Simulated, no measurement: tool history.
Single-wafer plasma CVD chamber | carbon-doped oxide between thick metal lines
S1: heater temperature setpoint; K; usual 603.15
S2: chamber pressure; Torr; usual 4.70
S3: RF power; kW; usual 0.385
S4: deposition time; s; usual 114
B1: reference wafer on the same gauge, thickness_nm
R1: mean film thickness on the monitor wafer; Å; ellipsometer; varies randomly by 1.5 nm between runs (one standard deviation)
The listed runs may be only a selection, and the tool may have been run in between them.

run	hour	S1	S2	S3	S4	B1	R1
1	0.0	603.15	4.70	0.385	114	572.909	4938.91
2	27.9	607.15	4.70	0.385	128	572.955	5489.50
3	50.7	603.15	4.70	0.385	124	572.714	5352.82
4	84.8	603.15	4.70	0.385	124	573.068	5341.73
5	114.5	603.15	4.70	0.385	114	572.817	4917.56
6	136.3	603.15	4.70	0.385	114	572.906	4905.80
7	157.6	603.15	4.70	0.385	120	572.758	5116.72
8	179.3	603.15	4.70	0.385	114	572.753	4900.60
9	277.3	603.15	4.70	0.385	114	573.089	4879.31
10	312.0	603.15	4.70	0.385	114	573.010	4866.21
11	343.2	603.15	5.43	0.385	114	573.150	4908.90
# hour 361.4: capacitance manometer re-zeroed and calibrated
12	361.9	603.15	4.70	0.385	114	572.798	4831.92
13	394.5	603.15	4.70	0.385	114	572.748	4773.94
# hour 404.0: RF generator calibrated
# hour 421.8: gauge calibrated
14	427.6	603.15	4.70	0.320	103	572.895	4041.83
# hour 456.4: showerhead replaced
15	462.5	603.15	4.70	0.320	103	573.035	4037.26
16	475.1	597.15	4.19	0.385	114	572.944	5094.56
17	520.8	613.15	3.78	0.345	131	573.064	5102.42
# hour 543.3: thermocouple changed; heater temperature recalibrated
18	543.8	603.15	4.70	0.435	104	573.188	5031.53
19	566.1	603.15	4.70	0.385	120	572.882	5342.41
20	584.1	603.15	4.70	0.385	114	573.251	5077.21
21	615.4	593.15	4.70	0.410	96	573.034	4566.72
22	649.7	603.15	4.70	0.435	114	573.092	5499.34
23	664.9	603.15	4.70	0.345	114	573.050	4680.03
24	692.2	610.15	5.41	0.340	128	573.178	5248.17
25	708.7	603.15	4.70	0.385	114	572.920	5099.27
26	731.7	593.15	3.76	0.320	103	573.121	4028.03
27	754.0	603.15	5.04	0.455	114	573.130	5716.53

Consider 3 possible next runs. They are alternatives, not a sequence: every one starts from the tool as it was left by run 27. What does each give?
A	754.4	603.15	4.70	0.450	114	?	?
B	754.4	615.15	4.70	0.385	114	?	?
C	754.4	603.15	5.56	0.360	114	?	?

run	B1	R1
A	573.460	5619.71
B	573.460	4909.33
C	573.460	4955.81
Without the tool's hidden state the same runs would have given:
run	R1
A	5697.83
B	4980.44
C	5027.74
